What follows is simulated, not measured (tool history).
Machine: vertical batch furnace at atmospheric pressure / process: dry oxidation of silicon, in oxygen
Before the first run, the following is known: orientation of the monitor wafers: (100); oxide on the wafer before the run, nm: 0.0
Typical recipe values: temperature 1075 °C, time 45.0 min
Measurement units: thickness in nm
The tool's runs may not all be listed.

run      day  temperature  time  read-back reference wafer on the same gauge, thickness  thickness
  1    0.000         1075  45.0                                                   75.85      86.86
  2    2.608         1075  45.0                                                   75.91      87.09
  3    5.721         1075  45.0                                                   75.84      87.58
  4    9.350         1075  45.0                                                   75.98      87.28
  5   11.838         1075  45.0                                                   75.95      87.26
  6   14.571         1093  52.5                                                   75.91     110.22
  7   16.346         1093  52.5                                                   75.89     109.42
  8   18.892         1075  45.0                                                   75.95      87.56
  9   21.188         1075  45.0                                                   75.84      87.59
 10   24.754         1075  45.0                                                   75.88      87.43
 11   28.921         1075  45.0                                                   75.90      86.35
 12   33.421         1075  45.0                                                   75.85      87.13
 13   35.396         1089  28.0                                                   75.90      72.90
 14   37.708         1089  28.0                                                   75.92      72.42
 15   41.450         1089  28.0                                                   75.99      72.30
 16   44.017         1075  45.0                                                   75.94      87.52
 17   47.704         1075  45.0                                                   75.95      87.38
 18   57.342         1075  45.0                                                   75.88      87.18
 19   61.454         1075  45.0                                                   75.89      87.32
      68.042  -- boat lift adjusted
 20   70.333         1083  45.0                                                   75.85      93.18
 21   73.817         1075  29.0                                                   75.85      66.94
      76.146  -- gauge calibrated
 22   78.246         1075  45.0                                                   75.90      87.53
 23   82.408         1052  45.0                                                   75.88      72.03
 24   85.400         1093  52.5                                                   75.96     109.00
 25   89.242         1075  45.0                                                   75.89      87.25
 26   93.354         1075  27.5                                                   75.88      64.00
 27   96.533         1053  38.5                                                   75.90      66.92
 28  100.000         1057  26.0                                                   75.86      54.53
 29  101.975         1075  45.0                                                   75.93      87.18
 30  104.625         1062  28.0                                                   75.99      58.87
 31  108.846         1085  29.0                                                   75.91      72.26
     111.379  -- thermocouples replaced and temperature profile calibrated
 32  111.671         1059  60.5                                                   75.87      92.38
 33  114.379         1090  57.0                                                   75.98     111.93
 34  119.996         1065  45.0                                                   75.84      80.47
 35  123.254         1075  26.0                                                   75.95      62.26
 36  132.125         1075  45.0                                                   75.91      87.16
 37  134.196         1054  45.0                                                   75.94      73.09
 38  135.792         1058  25.0                                                   75.88      53.14
 39  139.371         1075  45.0                                                   75.92      87.91

What if the next run were any one of these 3? Each begins from the tool's condition after run 39:
  A  139.571         1075  45.0                                                       ?          ?
  B  139.571         1075  62.5                                                       ?          ?
  C  139.571         1063  56.0                                                       ?          ?

run  read-back reference wafer on the same gauge, thickness  thickness
  A                                                   75.85      87.24
  B                                                   75.85     107.25
  C                                                   75.85      91.06
With the hidden condition removed and each run's random variation left untouched, the same runs would have given:
run  thickness
  A      87.24
  B     107.25
  C      91.06

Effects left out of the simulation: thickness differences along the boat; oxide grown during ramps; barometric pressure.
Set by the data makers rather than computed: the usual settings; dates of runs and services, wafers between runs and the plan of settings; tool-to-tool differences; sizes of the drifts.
